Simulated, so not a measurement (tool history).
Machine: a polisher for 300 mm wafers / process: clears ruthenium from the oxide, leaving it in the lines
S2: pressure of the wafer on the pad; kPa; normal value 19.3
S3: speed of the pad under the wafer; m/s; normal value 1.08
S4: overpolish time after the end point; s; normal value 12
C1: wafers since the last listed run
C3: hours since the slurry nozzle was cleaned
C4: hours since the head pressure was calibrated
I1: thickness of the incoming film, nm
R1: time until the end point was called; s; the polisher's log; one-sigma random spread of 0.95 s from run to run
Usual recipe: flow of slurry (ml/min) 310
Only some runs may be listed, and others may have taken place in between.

Run 1, hour 0.0: usual settings but S4 7 s; C1 0; wafers polished on this pad 2091; C3 274.7; C4 709.5; I1 111.6. Result: R1 69.9 s.
Run 2, hour 38.1: usual settings; C1 434; wafers polished on this pad 2525; C3 312.8; C4 747.6; I1 111.5. Result: R1 71.2 s.
Run 3, hour 97.8: usual settings; C1 680; wafers polished on this pad 3206; C3 372.5; C4 807.3; I1 110.9. Result: R1 75.8 s.
At hour 154.2: worn pad replaced by a new one.
Run 4, hour 154.7: usual settings; C1 602; wafers polished on this pad 6; C3 429.4; C4 864.2; I1 110.1. Result: R1 67.8 s.
At hour 200.2: slurry nozzle cleaned.
Run 5, hour 207.7: usual settings; C1 592; wafers polished on this pad 598; C3 7.5; C4 917.2; I1 109.6. Result: R1 65.6 s.
Run 6, hour 416.6: usual settings; C1 2380; wafers polished on this pad 2979; C3 216.4; C4 1126.1; I1 111.1. Result: R1 75.1 s.
Run 7, hour 444.5: usual settings; C1 317; wafers polished on this pad 3297; C3 244.3; C4 1154.0; I1 109.4. Result: R1 75.0 s.
At hour 461.1: worn pad replaced by a new one.
At hour 476.3: head pressure recalibrated.
Run 8, hour 514.3: usual settings but S4 10 s; C1 727; wafers polished on this pad 584; C3 314.1; C4 38.0; I1 111.5. Result: R1 67.0 s.
Run 9, hour 557.1: usual settings; C1 487; wafers polished on this pad 1071; C3 356.9; C4 80.8; I1 110.1. Result: R1 68.3 s.
Run 10, hour 618.8: usual settings but S2 22.1 kPa, S4 9 s; C1 703; wafers polished on this pad 1775; C3 418.6; C4 142.5; I1 109.2. Result: R1 62.2 s.
Run 11, hour 689.0: usual settings; C1 800; wafers polished on this pad 2575; C3 488.8; C4 212.7; I1 109.4. Result: R1 77.3 s.
At hour 696.9: slurry nozzle cleaned.
At hour 744.7: worn pad replaced by a new one.
Run 12, hour 748.0: usual settings but flow of slurry (ml/min) 380, S2 24.1 kPa, S4 9 s; C1 615; wafers polished on this pad 37; C3 51.1; C4 271.7; I1 110.4. Result: R1 52.3 s.
Run 13, hour 796.2: usual settings but flow of slurry (ml/min) 375, S2 13.8 kPa, S4 9 s; C1 549; wafers polished on this pad 587; C3 99.3; C4 319.9; I1 109.7. Result: R1 87.4 s.
Run 14, hour 850.9: usual settings but flow of slurry (ml/min) 255, S3 1.28 m/s; C1 623; wafers polished on this pad 1210; C3 154.0; C4 374.6; I1 109.8. Result: R1 56.1 s.
Run 15, hour 907.0: usual settings but S3 1.20 m/s; C1 639; wafers polished on this pad 1850; C3 210.1; C4 430.7; I1 110.8. Result: R1 60.4 s.
Run 16, hour 943.5: usual settings; C1 415; wafers polished on this pad 2266; C3 246.6; C4 467.2; I1 110.0. Result: R1 70.9 s.
At hour 1090.7: worn pad replaced by a new one.
Run 17, hour 1139.9: usual settings; C1 2192; wafers polished on this pad 560; C3 443.0; C4 663.6; I1 107.6. Result: R1 64.8 s.
At hour 1142.3: slurry nozzle cleaned.
Run 18, hour 1194.1: usual settings but S4 6 s; C1 606; wafers polished on this pad 1166; C3 51.8; C4 717.8; I1 110.2. Result: R1 67.6 s.
Run 19, hour 1227.6: usual settings but S3 0.94 m/s; C1 381; wafers polished on this pad 1548; C3 85.3; C4 751.3; I1 108.2. Result: R1 73.1 s.

The next listed run, before its measurement:
Run 20, hour 1254.4: usual settings; C1 305; wafers polished on this pad 1853; C3 112.1; C4 778.1; I1 109.4. Result: R1 ?.

R1: 66.9 s
The same run, on a tool lacking any hidden state, would have yielded R1 63.3 s.
